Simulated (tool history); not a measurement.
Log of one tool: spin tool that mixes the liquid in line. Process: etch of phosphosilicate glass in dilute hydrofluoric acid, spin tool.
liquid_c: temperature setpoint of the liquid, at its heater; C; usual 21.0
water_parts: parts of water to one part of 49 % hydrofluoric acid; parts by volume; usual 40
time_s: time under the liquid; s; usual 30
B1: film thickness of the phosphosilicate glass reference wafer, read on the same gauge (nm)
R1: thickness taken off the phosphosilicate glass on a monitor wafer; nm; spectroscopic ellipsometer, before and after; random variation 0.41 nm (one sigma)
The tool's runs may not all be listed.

run 1 hour=0.0 | liquid_c=21.0 water_parts=45 time_s=30 | B1=83.46 | R1=56.09
run 2 hour=48.7 | liquid_c=21.0 water_parts=45 time_s=30 | B1=83.57 | R1=55.66
run 3 hour=119.2 | liquid_c=21.0 water_parts=40 time_s=30 | B1=83.75 | R1=63.01
run 4 hour=155.7 | liquid_c=21.0 water_parts=40 time_s=30 | B1=83.85 | R1=63.59
run 5 hour=208.2 | liquid_c=21.0 water_parts=40 time_s=30 | B1=83.95 | R1=63.74
run 6 hour=269.9 | liquid_c=21.0 water_parts=40 time_s=30 | B1=84.06 | R1=63.29
run 7 hour=315.1 | liquid_c=21.0 water_parts=40 time_s=30 | B1=84.12 | R1=63.84
run 8 hour=372.6 | liquid_c=21.0 water_parts=55 time_s=25 | B1=84.16 | R1=37.82
run 9 hour=424.8 | liquid_c=21.0 water_parts=55 time_s=25 | B1=84.23 | R1=37.95
run 10 hour=472.5 | liquid_c=21.0 water_parts=40 time_s=40 | B1=84.29 | R1=85.63
run 11 hour=535.4 | liquid_c=21.0 water_parts=40 time_s=30 | B1=84.36 | R1=63.71
run 12 hour=573.9 | liquid_c=21.0 water_parts=40 time_s=30 | B1=84.34 | R1=64.44
run 13 hour=736.1 | liquid_c=21.0 water_parts=40 time_s=30 | B1=84.48 | R1=63.91
-- hour=751.0 gauge calibrated
run 14 hour=764.3 | liquid_c=21.0 water_parts=40 time_s=30 | B1=80.21 | R1=61.25
run 15 hour=792.7 | liquid_c=18.0 water_parts=40 time_s=30 | B1=80.47 | R1=53.61
-- hour=835.9 thermometer replaced
run 16 hour=848.3 | liquid_c=21.0 water_parts=45 time_s=30 | B1=80.97 | R1=54.45
-- hour=895.5 hydrofluoric acid flow meter replaced
run 17 hour=915.2 | liquid_c=25.0 water_parts=55 time_s=30 | B1=81.47 | R1=51.59
run 18 hour=958.7 | liquid_c=17.0 water_parts=20 time_s=30 | B1=81.76 | R1=105.56
run 19 hour=1021.6 | liquid_c=22.5 water_parts=40 time_s=30 | B1=82.12 | R1=66.70
run 20 hour=1061.8 | liquid_c=21.0 water_parts=40 time_s=30 | B1=82.37 | R1=62.00
run 21 hour=1133.1 | liquid_c=25.5 water_parts=55 time_s=20 | B1=82.66 | R1=35.95
run 22 hour=1198.4 | liquid_c=24.0 water_parts=40 time_s=30 | B1=82.92 | R1=71.33
run 23 hour=1245.2 | liquid_c=21.0 water_parts=40 time_s=30 | B1=83.09 | R1=62.93
run 24 hour=1269.3 | liquid_c=21.0 water_parts=40 time_s=30 | B1=83.20 | R1=62.30
run 25 hour=1311.6 | liquid_c=21.0 water_parts=40 time_s=30 | B1=83.35 | R1=63.66
run 26 hour=1338.7 | liquid_c=23.5 water_parts=30 time_s=20 | B1=83.40 | R1=62.70
run 27 hour=1371.9 | liquid_c=19.5 water_parts=30 time_s=15 | B1=83.49 | R1=39.97
run 28 hour=1398.9 | liquid_c=19.5 water_parts=25 time_s=30 | B1=83.58 | R1=95.89
run 29 hour=1454.8 | liquid_c=21.0 water_parts=40 time_s=20 | B1=83.67 | R1=42.37

Hidden state or all else? Some run-to-run changes of R1, split into what the settings, what came in and random variation would give without the hidden state, and what is left for the hidden state (with any gauge scatter that isn't in both results):
The hidden state here: liquid hotter than its thermometer reads (K); hydrofluoric acid flow above the setpoint (%); gauge reads high (%).
Run 9 -> 10: water_parts 55 -> 40, time_s 25 -> 40. R1 +47.68 nm: hidden state +2.44, all else +45.24.
Run 13 -> 14: gauge calibrated. R1 -2.66 nm: hidden state -3.22, all else +0.56.
Run 17 -> 18: liquid_c 25.0 -> 17.0, water_parts 55 -> 20. R1 +53.97 nm: hidden state +1.34, all else +52.63.
Run 27 -> 28: water_parts 30 -> 25, time_s 15 -> 30. R1 +55.92 nm: hidden state +2.41, all else +53.51.
